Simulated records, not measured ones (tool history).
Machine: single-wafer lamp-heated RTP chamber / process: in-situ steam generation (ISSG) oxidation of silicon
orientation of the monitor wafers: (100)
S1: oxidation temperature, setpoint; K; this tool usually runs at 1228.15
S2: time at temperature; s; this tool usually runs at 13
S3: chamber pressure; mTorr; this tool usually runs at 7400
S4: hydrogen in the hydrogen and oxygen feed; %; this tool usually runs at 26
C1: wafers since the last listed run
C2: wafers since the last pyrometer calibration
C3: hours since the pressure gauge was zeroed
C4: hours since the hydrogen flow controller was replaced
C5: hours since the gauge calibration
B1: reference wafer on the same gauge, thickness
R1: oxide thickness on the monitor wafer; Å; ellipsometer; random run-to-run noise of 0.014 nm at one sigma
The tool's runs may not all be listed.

run	hour	S1	S2	S3	S4	C1	C2	C3	C4	C5	B1	R1
1	0	1228.15	17	7400	26	0	1928	1547.8	5317.7	26.8	5.191	52.22
2	13.7	1228.15	17	7400	26	145	2074	1561.5	5331.4	40.5	5.191	52.21
3	29.4	1218.15	13	7400	26	166	2240	1577.2	5347.1	56.2	5.195	45.85
4	77.6	1235.15	13	7400	26	511	2752	1625.4	5395.3	104.4	5.187	48.2
5	92.4	1228.15	13	7400	26	157	2909	1640.2	5410.1	119.2	5.189	47.49
# hour 102.1: pressure gauge zeroed
6	103.4	1228.15	13	7400	32	31	2941	1.3	5421.1	130.2	5.192	50.23
# hour 114.3: gauge calibrated
# hour 115.7: pyrometer window cleaned and pyrometer calibrated
7	120.2	1228.15	13	7400	32	93	47	18.1	5437.9	5.9	5.195	51.25
8	131.1	1234.15	16	7400	26	115	162	29	5448.8	16.8	5.192	53.62
9	143.2	1234.15	16	7400	26	128	291	41.1	5460.9	28.9	5.186	53.36
# hour 156.5: hydrogen flow controller replaced
10	159.4	1214.15	13	7400	26	87	378	57.3	2.9	45.1	5.19	46.33
# hour 171.5: pyrometer window cleaned and pyrometer calibrated, repeated, since the last time left the tool worse
11	172	1208.15	13	8100	26	48	5	69.9	15.5	57.7	5.185	44.45
12	182.6	1228.15	13	7000	26	112	117	80.5	26.1	68.3	5.186	46.51
13	197.7	1228.15	15	7400	26	160	277	95.6	41.2	83.4	5.189	49.33
14	204.5	1228.15	13	7400	26	72	350	102.4	48	90.2	5.186	46.95
15	211.8	1228.15	13	6900	32	77	427	109.7	55.3	97.5	5.193	49.76

What does the tool deliver on the next run?
16	221.2	1234.15	17	6900	32	99	527	119.1	64.7	106.9	?	?

Run 16 measured B1 5.196, R1 55.97 Å.
Had the tool carried no hidden state, the very same run would have given R1 55.75 Å.

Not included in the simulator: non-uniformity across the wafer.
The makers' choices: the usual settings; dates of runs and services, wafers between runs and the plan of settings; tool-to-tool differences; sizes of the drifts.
